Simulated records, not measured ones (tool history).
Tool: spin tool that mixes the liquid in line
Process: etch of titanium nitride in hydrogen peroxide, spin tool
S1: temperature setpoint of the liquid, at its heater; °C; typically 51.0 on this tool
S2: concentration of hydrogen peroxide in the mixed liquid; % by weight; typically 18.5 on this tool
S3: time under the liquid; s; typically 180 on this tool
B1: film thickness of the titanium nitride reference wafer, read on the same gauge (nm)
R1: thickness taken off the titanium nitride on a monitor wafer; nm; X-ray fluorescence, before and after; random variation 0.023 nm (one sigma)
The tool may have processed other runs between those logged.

{"run": 1, "hour": 0.0, "S1": 51.0, "S2": 21.0, "S3": 155, "B1": 130.009, "R1": 4.277}
{"run": 2, "hour": 25.8, "S1": 51.0, "S2": 18.5, "S3": 180, "B1": 129.997, "R1": 4.814}
{"run": 3, "hour": 60.1, "S1": 51.0, "S2": 15.5, "S3": 210, "B1": 129.97, "R1": 5.401}
{"run": 4, "hour": 83.7, "S1": 54.0, "S2": 20.0, "S3": 135, "B1": 129.995, "R1": 4.548}
{"hour": 93.0, "done": "gauge calibrated"}
{"run": 5, "hour": 103.8, "S1": 47.5, "S2": 22.0, "S3": 140, "B1": 130.019, "R1": 3.011}
{"hour": 114.2, "done": "thermometer replaced"}
{"run": 6, "hour": 123.8, "S1": 51.0, "S2": 18.5, "S3": 180, "B1": 129.996, "R1": 4.795}
{"run": 7, "hour": 153.0, "S1": 51.0, "S2": 18.5, "S3": 215, "B1": 129.974, "R1": 5.764}
{"run": 8, "hour": 180.2, "S1": 44.0, "S2": 18.5, "S3": 275, "B1": 130.021, "R1": 4.422}
{"run": 9, "hour": 209.4, "S1": 51.0, "S2": 18.5, "S3": 180, "B1": 130.002, "R1": 4.809}
{"run": 10, "hour": 242.0, "S1": 51.0, "S2": 18.5, "S3": 180, "B1": 129.994, "R1": 4.781}
{"hour": 265.7, "done": "new drum of peroxide connected"}
{"hour": 277.2, "done": "peroxide flow meter replaced"}
{"run": 11, "hour": 280.8, "S1": 42.5, "S2": 16.5, "S3": 110, "B1": 129.999, "R1": 1.519}
{"run": 12, "hour": 307.7, "S1": 45.0, "S2": 18.5, "S3": 70, "B1": 129.959, "R1": 1.2}
{"run": 13, "hour": 333.0, "S1": 47.0, "S2": 15.5, "S3": 115, "B1": 130.014, "R1": 2.201}
{"run": 14, "hour": 357.2, "S1": 51.0, "S2": 18.5, "S3": 210, "B1": 129.991, "R1": 5.572}

Expected results for the next run?
{"run": 15, "hour": 384.9, "S1": 51.0, "S2": 18.5, "S3": 180, "B1": "?", "R1": "?"}

{"run 15": {"B1": 129.996, "R1": 4.799}}
Take away the tool's hidden state, keep the run-to-run variation as it was, and the same run would have given R1 4.865 nm.

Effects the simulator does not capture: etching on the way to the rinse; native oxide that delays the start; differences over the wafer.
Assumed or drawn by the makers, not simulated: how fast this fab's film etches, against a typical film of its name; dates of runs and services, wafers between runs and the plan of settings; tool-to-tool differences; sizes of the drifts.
